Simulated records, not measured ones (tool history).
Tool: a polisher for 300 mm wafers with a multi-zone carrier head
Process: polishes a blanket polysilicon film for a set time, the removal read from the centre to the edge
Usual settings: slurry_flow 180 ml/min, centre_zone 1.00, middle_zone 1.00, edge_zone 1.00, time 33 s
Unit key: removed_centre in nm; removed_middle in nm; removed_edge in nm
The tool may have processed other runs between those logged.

run,hour,slurry_flow,centre_zone,middle_zone,edge_zone,time,wafers since the last listed run,wafers polished on this pad,hours since the slurry nozzle was cleaned,hours since the centre zone pressure was calibrated,hours since the edge zone pressure was calibrated,hours since the carrier head's membrane was replaced,"incoming thickness of the incoming film, nm",removed_centre,removed_middle,removed_edge
1,0.0,180,1.00,1.00,1.00,33,0,2578,65.2,101.8,549.6,723.8,1741.2,359.9,374.9,377.3
2,39.2,180,1.00,1.00,1.00,33,509,3087,104.4,141.0,588.8,763.0,1683.6,351.6,367.4,376.1
3,80.6,180,1.00,1.00,1.00,33,538,3625,145.8,182.4,630.2,804.4,1716.2,337.1,368.3,370.3
4,140.5,180,1.00,1.00,1.00,33,778,4404,205.7,242.3,690.1,864.3,1708.5,342.5,359.4,369.8
# hour 185.2: worn pad replaced by a new one
5,198.9,180,1.00,1.00,1.00,33,707,177,264.1,300.7,748.5,922.7,1730.7,332.5,359.4,363.7
# hour 253.7: slurry nozzle cleaned
6,266.6,180,1.00,1.00,1.00,33,866,1044,12.9,368.4,816.2,990.4,1701.3,362.1,389.6,391.6
7,313.2,180,1.00,0.94,0.96,33,605,1650,59.5,415.0,862.8,1037.0,1708.2,343.0,359.2,371.8
8,344.3,145,1.00,0.91,1.00,33,404,2054,90.6,446.1,893.9,1068.1,1707.9,322.6,331.6,362.3
9,383.5,180,1.00,1.00,1.00,33,509,2564,129.8,485.3,933.1,1107.3,1691.5,329.9,366.7,378.1
# hour 402.1: edge zone pressure recalibrated
10,436.4,180,1.00,1.00,1.08,38,661,3225,182.7,538.2,34.3,1160.2,1686.9,379.6,416.6,441.8
11,478.4,180,1.00,1.00,1.00,33,545,3771,224.7,580.2,76.3,1202.2,1730.0,321.8,357.3,370.1
12,535.3,215,1.00,1.00,0.94,28,739,4511,281.6,637.1,133.2,1259.1,1709.2,281.4,315.8,320.1
# hour 559.4: slurry nozzle cleaned
# hour 561.4: worn pad replaced by a new one
# hour 576.9: carrier head's membrane replaced by a new one
13,589.3,230,0.92,1.00,1.09,33,597,297,29.9,691.1,187.2,12.4,1701.9,321.3,394.1,400.0
14,738.2,180,1.00,1.00,0.92,33,1935,2232,178.8,840.0,336.1,161.3,1734.7,313.4,364.4,363.8
15,772.3,130,1.00,1.11,1.00,33,443,2675,212.9,874.1,370.2,195.4,1735.4,291.0,372.3,350.6
# hour 794.6: centre zone pressure recalibrated
16,813.4,180,1.00,1.00,1.11,33,508,3184,254.0,18.8,411.3,236.5,1711.5,347.5,360.1,380.5
17,866.6,180,1.00,1.00,1.00,33,691,3875,307.2,72.0,464.5,289.7,1699.8,348.3,362.0,375.7
# hour 888.7: slurry nozzle cleaned
18,934.0,180,1.00,1.00,1.00,33,863,4738,45.3,139.4,531.9,357.1,1737.6,370.7,378.1,382.5
# hour 939.4: worn pad replaced by a new one
19,977.5,180,1.00,1.00,1.00,39,513,495,88.8,182.9,575.4,400.6,1743.0,419.3,437.2,448.0
20,1046.7,230,1.00,1.00,1.00,40,899,1395,158.0,252.1,644.6,469.8,1734.3,448.9,453.7,458.9
21,1085.8,205,1.00,1.00,1.00,33,508,1903,197.1,291.2,683.7,508.9,1729.9,344.5,371.3,374.7
22,1155.1,180,1.00,1.00,1.00,33,900,2804,266.4,360.5,753.0,578.2,1724.3,322.7,361.1,375.9

Consider 4 possible next runs. They are alternatives, not a sequence: every one starts from the tool as it was left by run 22. What does each give?
A,1155.5,180,1.00,1.00,1.00,33,5,2809,266.8,360.9,753.4,578.6,1733.9,?,?,?
B,1155.5,180,1.07,0.89,1.00,33,5,2809,266.8,360.9,753.4,578.6,1733.9,?,?,?
C,1155.5,125,1.07,1.00,1.06,33,5,2809,266.8,360.9,753.4,578.6,1733.9,?,?,?
D,1155.5,180,1.00,1.08,1.06,33,5,2809,266.8,360.9,753.4,578.6,1733.9,?,?,?

run,removed_centre,removed_middle,removed_edge
A,331.1,361.4,362.1
B,354.3,328.2,362.7
C,321.3,331.7,348.8
D,331.3,385.5,369.2
Take away the tool's hidden state, keep each run's random variation, and the runs would have read:
run,removed_centre,removed_middle,removed_edge
A,380.2,390.1,382.5
B,406.7,354.2,383.0
C,380.8,367.7,374.3
D,380.4,416.1,390.0

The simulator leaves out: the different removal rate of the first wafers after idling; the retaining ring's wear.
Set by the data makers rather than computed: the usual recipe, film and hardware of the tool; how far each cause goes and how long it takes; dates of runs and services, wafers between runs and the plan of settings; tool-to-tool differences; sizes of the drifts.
